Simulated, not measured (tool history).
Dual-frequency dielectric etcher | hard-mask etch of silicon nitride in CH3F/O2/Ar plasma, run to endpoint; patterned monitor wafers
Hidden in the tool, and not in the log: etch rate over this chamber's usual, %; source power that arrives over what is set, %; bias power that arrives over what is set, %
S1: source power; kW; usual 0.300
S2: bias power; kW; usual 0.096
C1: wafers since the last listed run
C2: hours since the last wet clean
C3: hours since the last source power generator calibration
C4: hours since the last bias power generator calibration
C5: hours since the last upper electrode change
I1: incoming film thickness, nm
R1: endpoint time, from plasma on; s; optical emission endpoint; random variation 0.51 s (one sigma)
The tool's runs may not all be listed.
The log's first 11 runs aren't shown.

Run 12, day 6.450: usual settings but S2 0.077 kW; C1 141; C2 325.6; C3 79.8; C4 4673.6; C5 3628.1; I1 41.79. Result: R1 68.1 s.
At day 7.217: bias power generator calibrated.
Run 13, day 7.238: usual settings but S1 0.270 kW; C1 121; C2 344.5; C3 98.7; C4 0.5; C5 3647.0; I1 42.26. Result: R1 65.7 s.
Run 14, day 7.471: usual settings but S1 0.260 kW, S2 0.075 kW; C1 45; C2 350.1; C3 104.3; C4 6.1; C5 3652.6; I1 41.85. Result: R1 75.7 s.
Run 15, day 8.033: usual settings but S1 0.260 kW, S2 0.082 kW; C1 110; C2 363.6; C3 117.8; C4 19.6; C5 3666.1; I1 41.94. Result: R1 72.0 s.
Run 16, day 8.308: usual settings but S1 0.370 kW, S2 0.089 kW; C1 53; C2 370.2; C3 124.4; C4 26.2; C5 3672.7; I1 41.95. Result: R1 59.1 s.
Run 17, day 8.900: usual settings but S2 0.118 kW; C1 115; C2 384.4; C3 138.6; C4 40.4; C5 3686.9; I1 41.56. Result: R1 56.9 s.
At day 10.033: wet clean of the chamber.
Run 18, day 10.054: usual settings; C1 30; C2 0.5; C3 166.3; C4 68.1; C5 3714.6; I1 41.61. Result: R1 58.3 s.
Run 19, day 10.067: usual settings but S1 0.240 kW, S2 0.113 kW; C1 2; C2 0.8; C3 166.6; C4 68.4; C5 3714.9; I1 42.16. Result: R1 61.2 s.
Run 20, day 10.179: usual settings but S2 0.102 kW; C1 22; C2 3.5; C3 169.3; C4 71.1; C5 3717.6; I1 41.99. Result: R1 57.7 s.
At day 11.346: upper electrode replaced.
Run 21, day 11.367: usual settings; C1 36; C2 32.0; C3 197.8; C4 99.6; C5 0.5; I1 42.04. Result: R1 59.9 s.
Run 22, day 11.479: usual settings; C1 22; C2 34.7; C3 200.5; C4 102.3; C5 3.2; I1 41.86. Result: R1 58.9 s.
Run 23, day 11.800: usual settings but S1 0.380 kW, S2 0.080 kW; C1 62; C2 42.4; C3 208.2; C4 110.0; C5 10.9; I1 41.90. Result: R1 57.8 s.
Run 24, day 12.483: usual settings but S1 0.240 kW, S2 0.112 kW; C1 133; C2 58.8; C3 224.6; C4 126.4; C5 27.3; I1 42.21. Result: R1 62.6 s.
Run 25, day 13.025: usual settings but S2 0.076 kW; C1 106; C2 71.8; C3 237.6; C4 139.4; C5 40.3; I1 41.74. Result: R1 66.6 s.
Run 26, day 13.421: usual settings; C1 77; C2 81.3; C3 247.1; C4 148.9; C5 49.8; I1 41.68. Result: R1 59.0 s.
Run 27, day 14.150: usual settings but S1 0.340 kW, S2 0.117 kW; C1 142; C2 98.8; C3 264.6; C4 166.4; C5 67.3; I1 41.93. Result: R1 50.8 s.
Run 28, day 14.533: usual settings; C1 75; C2 108.0; C3 273.8; C4 175.6; C5 76.5; I1 42.28. Result: R1 60.8 s.
Run 29, day 14.854: usual settings but S1 0.260 kW, S2 0.118 kW; C1 62; C2 115.7; C3 281.5; C4 183.3; C5 84.2; I1 41.69. Result: R1 58.2 s.
Run 30, day 15.450: usual settings; C1 116; C2 130.0; C3 295.8; C4 197.6; C5 98.5; I1 41.74. Result: R1 59.0 s.
Run 31, day 17.171: usual settings but S1 0.270 kW, S2 0.111 kW; C1 337; C2 171.3; C3 337.1; C4 238.9; C5 139.8; I1 41.86. Result: R1 59.4 s.
Run 32, day 17.758: usual settings but S1 0.350 kW, S2 0.074 kW; C1 115; C2 185.4; C3 351.2; C4 253.0; C5 153.9; I1 42.02. Result: R1 63.7 s.
Run 33, day 18.108: usual settings but S1 0.220 kW, S2 0.084 kW; C1 68; C2 193.8; C3 359.6; C4 261.4; C5 162.3; I1 42.22. Result: R1 74.7 s.
Run 34, day 18.846: usual settings but S1 0.250 kW; C1 144; C2 211.5; C3 377.3; C4 279.1; C5 180.0; I1 41.77. Result: R1 67.5 s.
Run 35, day 19.142: usual settings but S1 0.230 kW, S2 0.074 kW; C1 57; C2 218.6; C3 384.4; C4 286.2; C5 187.1; I1 41.75. Result: R1 78.0 s.
Run 36, day 19.712: usual settings; C1 111; C2 232.3; C3 398.1; C4 299.9; C5 200.8; I1 41.67. Result: R1 59.9 s.

Forecast each of these 3 alternatives for the next run:
Run A, day 19.729: usual settings but S1 0.220 kW; C1 3; C2 232.7; C3 398.5; C4 300.3; C5 201.2; I1 42.07. Result: R1 ?.
Run B, day 19.729: usual settings but S1 0.360 kW, S2 0.083 kW; C1 3; C2 232.7; C3 398.5; C4 300.3; C5 201.2; I1 42.07. Result: R1 ?.
Run C, day 19.729: usual settings but S1 0.350 kW, S2 0.114 kW; C1 3; C2 232.7; C3 398.5; C4 300.3; C5 201.2; I1 42.07. Result: R1 ?.

run    R1
  A  72.1
  B  60.7
  C  53.4
Without the tool's hidden state the same runs would have given:
run    R1
  A  69.3
  B  58.3
  C  51.3
